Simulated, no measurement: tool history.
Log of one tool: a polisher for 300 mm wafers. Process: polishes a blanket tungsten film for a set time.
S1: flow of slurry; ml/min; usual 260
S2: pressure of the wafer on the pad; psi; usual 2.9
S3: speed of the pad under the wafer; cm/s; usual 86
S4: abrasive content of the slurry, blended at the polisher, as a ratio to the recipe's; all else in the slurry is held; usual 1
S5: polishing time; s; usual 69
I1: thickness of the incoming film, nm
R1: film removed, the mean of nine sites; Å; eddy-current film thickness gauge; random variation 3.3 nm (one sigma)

Run 1, hour 0: usual settings; I1 772.5. Result: R1 2669 Å.
Run 2, hour 27: usual settings; I1 771.9. Result: R1 2612 Å.
Run 3, hour 40.8: usual settings; I1 768.4. Result: R1 2627 Å.
At hour 49.1: worn pad replaced by a new one.
Run 4, hour 56: usual settings but S2 3.6 psi; I1 755.3. Result: R1 3234 Å.
Run 5, hour 69: usual settings; I1 778.2. Result: R1 2568 Å.
At hour 80.7: slurry tank refilled with fresh slurry and peroxide.
At hour 122.5: slurry nozzle cleaned.
Run 6, hour 152.8: usual settings but S1 295 ml/min; I1 756.6. Result: R1 2657 Å.
At hour 172.2: slurry blender recalibrated.
At hour 174.9: worn pad replaced by a new one.
Run 7, hour 177: usual settings but S1 295 ml/min; I1 776.8. Result: R1 2701 Å.
Run 8, hour 190.9: usual settings; I1 782.1. Result: R1 2723 Å.
At hour 198.5: head pressure recalibrated.
Run 9, hour 204.7: usual settings but S2 3.5 psi; I1 763.4. Result: R1 2969 Å.
Run 10, hour 219.6: usual settings but S2 3.5 psi; I1 780.3. Result: R1 3003 Å.
At hour 224.4: slurry tank refilled with fresh slurry and peroxide.
Run 11, hour 245: usual settings but S2 3.5 psi; I1 774. Result: R1 3071 Å.
Run 12, hour 271.2: usual settings but S3 108 cm/s; I1 776.1. Result: R1 3092 Å.
At hour 300.9: worn pad replaced by a new one.
Run 13, hour 301.4: usual settings but S1 290 ml/min, S5 78 s; I1 765.1. Result: R1 2910 Å.
Run 14, hour 333.3: usual settings but S2 3.5 psi; I1 766.5. Result: R1 3127 Å.
Run 15, hour 350: usual settings but S4 0.8; I1 759.9. Result: R1 2526 Å.
At hour 365.6: slurry tank refilled with fresh slurry and peroxide.
Run 16, hour 371.2: usual settings but S1 290 ml/min, S4 1.2; I1 780.6. Result: R1 2716 Å.
Run 17, hour 390.7: usual settings; I1 772.7. Result: R1 2584 Å.
Run 18, hour 421: usual settings but S1 175 ml/min; I1 764.5. Result: R1 2494 Å.
Run 19, hour 449.8: usual settings but S1 170 ml/min, S2 3.7 psi, S3 96 cm/s; I1 776.1. Result: R1 3417 Å.
At hour 456.7: slurry nozzle cleaned.
At hour 461.6: worn pad replaced by a new one.
Run 20, hour 472: usual settings but S2 3.4 psi; I1 769.9. Result: R1 3050 Å.
At hour 495.2: slurry tank refilled with fresh slurry and peroxide.
Run 21, hour 495.7: usual settings but S1 335 ml/min, S3 78 cm/s, S5 89 s; I1 762.5. Result: R1 3135 Å.
Run 22, hour 515.9: usual settings but S1 220 ml/min, S3 96 cm/s, S4 1.1, S5 76 s; I1 769.7. Result: R1 3116 Å.
Run 23, hour 546.5: usual settings; I1 763.9. Result: R1 2544 Å.
At hour 548.7: slurry blender recalibrated.
Run 24, hour 562.4: usual settings but S2 2.2 psi; I1 766.5. Result: R1 2046 Å.
At hour 587.2: worn pad replaced by a new one.
Run 25, hour 588.3: usual settings but S3 94 cm/s, S5 84 s; I1 782. Result: R1 3469 Å.
Run 26, hour 602.9: usual settings but S4 1.1; I1 773.3. Result: R1 2670 Å.
Run 27, hour 658.2: usual settings but S3 62 cm/s, S4 0.9; I1 777. Result: R1 2059 Å.

Hidden state or all else? Some run-to-run changes of R1, split into what the settings, what came in and random variation would give without the hidden state, and what is left for the hidden state (with any gauge scatter that isn't in both results):
The hidden state here: removal rate lost through wear of the pad, %; slurry flow missing at the pad, %; deviation of the head's pressure from its setpoint, %; abrasive missing from the slurry, %; peroxide lost from the slurry, %.
Run 6 -> 7: slurry blender recalibrated, worn pad replaced by a new one. R1 +44 Å: hidden state +113, all else -69.
Run 8 -> 9: S2 2.9 -> 3.5, head pressure recalibrated. R1 +246 Å: hidden state -216, all else +462.
Run 18 -> 19: S1 175 -> 170, S2 2.9 -> 3.7, S3 86 -> 96. R1 +923 Å: hidden state +24, all else +899.
Run 24 -> 25: S2 2.2 -> 2.9, S3 86 -> 94, S5 69 -> 84, worn pad replaced by a new one. R1 +1423 Å: hidden state +95, all else +1328.
